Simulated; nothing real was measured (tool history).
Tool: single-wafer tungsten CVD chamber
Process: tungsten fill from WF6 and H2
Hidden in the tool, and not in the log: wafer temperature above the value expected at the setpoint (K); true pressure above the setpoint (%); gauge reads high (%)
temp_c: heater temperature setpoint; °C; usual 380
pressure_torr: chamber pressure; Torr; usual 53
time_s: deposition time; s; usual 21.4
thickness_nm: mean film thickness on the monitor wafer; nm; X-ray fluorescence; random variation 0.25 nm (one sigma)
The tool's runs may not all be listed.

| run | day | temp_c | pressure_torr | time_s | wafers since the last listed run | hours since the last thermocouple change | hours since the last manometer calibration | hours since the showerhead was replaced | hours since the gauge calibration | read-back reference wafer on the same gauge, thickness_nm | thickness_nm |
|---|---|---|---|---|---|---|---|---|---|---|---|
| 1 | 0 | 377 | 53 | 21.4 | 0 | 1005 | 2273.4 | 4816.3 | 97.6 | 49.895 | 51.935 |
| 2 | 2.579 | 377 | 53 | 21.4 | 1172 | 1066.9 | 2335.3 | 4878.2 | 159.5 | 49.916 | 51.382 |
| 3 | 5.333 | 380 | 53 | 21.4 | 1252 | 1133 | 2401.4 | 4944.3 | 225.6 | 49.855 | 54.416 |
| 4 | 7.867 | 380 | 53 | 21.4 | 1151 | 1193.8 | 2462.2 | 5005.1 | 286.4 | 49.91 | 53.406 |
| 5 | 8.892 | 380 | 53 | 21.4 | 466 | 1218.4 | 2486.8 | 5029.7 | 311 | 49.94 | 53.47 |
| 6 | 11.4 | 380 | 53 | 21.4 | 1140 | 1278.6 | 2547 | 5089.9 | 371.2 | 49.916 | 53.88 |
| 7 | 14.067 | 380 | 53 | 21.4 | 1212 | 1342.6 | 2611 | 5153.9 | 435.2 | 49.89 | 53.247 |
|  | 15.842 | capacitance manometer re-zeroed and calibrated |
| 8 | 15.912 | 380 | 53 | 21.4 | 687 | 1386.9 | 1.7 | 5198.2 | 479.5 | 49.894 | 53.393 |
| 9 | 18.562 | 386 | 53 | 21.4 | 1204 | 1450.5 | 65.3 | 5261.8 | 543.1 | 49.921 | 58.956 |
|  | 20.125 | thermocouple changed; heater temperature recalibrated |
| 10 | 20.146 | 386 | 53 | 21.4 | 568 | 0.5 | 103.3 | 5299.8 | 581.1 | 49.87 | 63.421 |
| 11 | 21.512 | 386 | 53 | 21.4 | 621 | 33.3 | 136.1 | 5332.6 | 613.9 | 49.915 | 63.011 |
| 12 | 24.275 | 380 | 53 | 21.4 | 1256 | 99.6 | 202.4 | 5398.9 | 680.2 | 49.882 | 56.688 |
| 13 | 25.362 | 393 | 63.1 | 23.2 | 494 | 125.7 | 228.5 | 5425 | 706.3 | 49.915 | 85.649 |
|  | 28.558 | showerhead replaced, of another model than before |
| 14 | 29.1 | 372 | 43.4 | 18.1 | 1547 | 215.4 | 318.2 | 13 | 796 | 49.895 | 37.654 |
| 15 | 30.904 | 367 | 39.9 | 17.8 | 820 | 258.7 | 361.5 | 56.3 | 839.3 | 49.863 | 32.415 |
| 16 | 32.738 | 371 | 65.4 | 22.5 | 833 | 302.7 | 405.5 | 100.3 | 883.3 | 49.883 | 55.237 |
| 17 | 33.979 | 393 | 45.2 | 21.4 | 564 | 332.5 | 435.3 | 130.1 | 913.1 | 49.919 | 64.971 |
|  | 36.4 | gauge calibrated |
| 18 | 36.533 | 368 | 42.6 | 21.4 | 1161 | 393.8 | 496.6 | 191.4 | 3.2 | 49.94 | 40.346 |

Run 19 comes next. What will it give?
| 19 | 37.871 | 380 | 56.9 | 23.1 | 608 | 425.9 | 528.7 | 223.5 | 35.3 | ? | ? |

{"run 19": {"read-back reference wafer on the same gauge, thickness_nm": 49.906, "thickness_nm": 62.823}}
Without the tool's hidden state the same run would have given thickness_nm 63.859 nm.

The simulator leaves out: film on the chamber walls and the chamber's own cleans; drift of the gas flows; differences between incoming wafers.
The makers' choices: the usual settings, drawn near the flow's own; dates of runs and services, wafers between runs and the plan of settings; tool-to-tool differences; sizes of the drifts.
